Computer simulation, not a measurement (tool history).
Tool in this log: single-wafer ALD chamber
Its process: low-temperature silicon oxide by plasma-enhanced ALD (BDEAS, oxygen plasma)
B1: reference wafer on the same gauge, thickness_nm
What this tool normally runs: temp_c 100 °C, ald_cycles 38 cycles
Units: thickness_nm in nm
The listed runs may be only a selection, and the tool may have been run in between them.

run 1 hour=0.0 | temp_c=100 ald_cycles=38 | B1=5.357 | thickness_nm=5.058
run 2 hour=6.2 | temp_c=100 ald_cycles=38 | B1=5.353 | thickness_nm=5.053
run 3 hour=21.8 | temp_c=100 ald_cycles=38 | B1=5.366 | thickness_nm=5.044
run 4 hour=29.8 | temp_c=100 ald_cycles=38 | B1=5.370 | thickness_nm=5.060
run 5 hour=45.3 | temp_c=100 ald_cycles=38 | B1=5.360 | thickness_nm=5.066
run 6 hour=58.2 | temp_c=100 ald_cycles=38 | B1=5.362 | thickness_nm=5.042
run 7 hour=74.0 | temp_c=106 ald_cycles=38 | B1=5.375 | thickness_nm=4.988
run 8 hour=119.5 | temp_c=100 ald_cycles=34 | B1=5.373 | thickness_nm=4.523
run 9 hour=126.1 | temp_c=100 ald_cycles=38 | B1=5.377 | thickness_nm=5.071
run 10 hour=139.5 | temp_c=100 ald_cycles=38 | B1=5.378 | thickness_nm=5.057
run 11 hour=146.3 | temp_c=100 ald_cycles=38 | B1=5.382 | thickness_nm=5.078
run 12 hour=163.8 | temp_c=100 ald_cycles=38 | B1=5.382 | thickness_nm=5.061
run 13 hour=180.6 | temp_c=111 ald_cycles=35 | B1=5.389 | thickness_nm=4.576
run 14 hour=188.9 | temp_c=111 ald_cycles=35 | B1=5.380 | thickness_nm=4.566
run 15 hour=206.6 | temp_c=104 ald_cycles=38 | B1=5.385 | thickness_nm=5.047
run 16 hour=219.8 | temp_c=104 ald_cycles=38 | B1=5.386 | thickness_nm=5.031
run 17 hour=228.9 | temp_c=95 ald_cycles=41 | B1=5.387 | thickness_nm=5.610
run 18 hour=238.8 | temp_c=95 ald_cycles=41 | B1=5.383 | thickness_nm=5.574
run 19 hour=246.5 | temp_c=108 ald_cycles=42 | B1=5.387 | thickness_nm=5.508
run 20 hour=256.9 | temp_c=108 ald_cycles=42 | B1=5.386 | thickness_nm=5.518
run 21 hour=263.6 | temp_c=104 ald_cycles=32 | B1=5.386 | thickness_nm=4.232
run 22 hour=277.2 | temp_c=100 ald_cycles=38 | B1=5.387 | thickness_nm=5.081
run 23 hour=284.8 | temp_c=109 ald_cycles=38 | B1=5.390 | thickness_nm=4.978
run 24 hour=298.5 | temp_c=100 ald_cycles=38 | B1=5.390 | thickness_nm=5.081
run 25 hour=308.2 | temp_c=87 ald_cycles=41 | B1=5.393 | thickness_nm=5.789
run 26 hour=320.6 | temp_c=92 ald_cycles=42 | B1=5.388 | thickness_nm=5.790
run 27 hour=329.6 | temp_c=107 ald_cycles=44 | B1=5.387 | thickness_nm=5.787
run 28 hour=339.3 | temp_c=100 ald_cycles=38 | B1=5.389 | thickness_nm=5.086
run 29 hour=346.1 | temp_c=87 ald_cycles=38 | B1=5.386 | thickness_nm=5.362
-- hour=365.2 gauge calibrated
run 30 hour=399.3 | temp_c=107 ald_cycles=41 | B1=5.334 | thickness_nm=5.333
run 31 hour=413.3 | temp_c=100 ald_cycles=38 | B1=5.344 | thickness_nm=5.050
run 32 hour=425.8 | temp_c=87 ald_cycles=32 | B1=5.344 | thickness_nm=4.465
-- hour=457.3 thermocouple changed; heater temperature recalibrated
run 33 hour=464.1 | temp_c=95 ald_cycles=45 | B1=5.351 | thickness_nm=6.111
run 34 hour=478.0 | temp_c=112 ald_cycles=41 | B1=5.360 | thickness_nm=5.297
run 35 hour=521.9 | temp_c=95 ald_cycles=41 | B1=5.363 | thickness_nm=5.587
run 36 hour=531.1 | temp_c=100 ald_cycles=38 | B1=5.368 | thickness_nm=5.073
run 37 hour=547.6 | temp_c=100 ald_cycles=38 | B1=5.365 | thickness_nm=5.086
run 38 hour=564.1 | temp_c=109 ald_cycles=42 | B1=5.369 | thickness_nm=5.503
run 39 hour=580.5 | temp_c=89 ald_cycles=41 | B1=5.367 | thickness_nm=5.720
run 40 hour=592.9 | temp_c=90 ald_cycles=43 | B1=5.371 | thickness_nm=5.942
run 41 hour=602.0 | temp_c=87 ald_cycles=41 | B1=5.377 | thickness_nm=5.753

Alternative continuations, all from the tool just after run 41; predict every row:
run A hour=602.5 | temp_c=96 ald_cycles=38 | B1=? | thickness_nm=?
run B hour=602.5 | temp_c=112 ald_cycles=44 | B1=? | thickness_nm=?
run C hour=602.5 | temp_c=100 ald_cycles=31 | B1=? | thickness_nm=?

run=A B1=5.375 thickness_nm=5.151
run=B B1=5.375 thickness_nm=5.722
run=C B1=5.375 thickness_nm=4.134
With the hidden condition removed and each run's random variation left untouched, the same runs would have given:
run=A thickness_nm=5.109
run=B thickness_nm=5.676
run=C thickness_nm=4.100
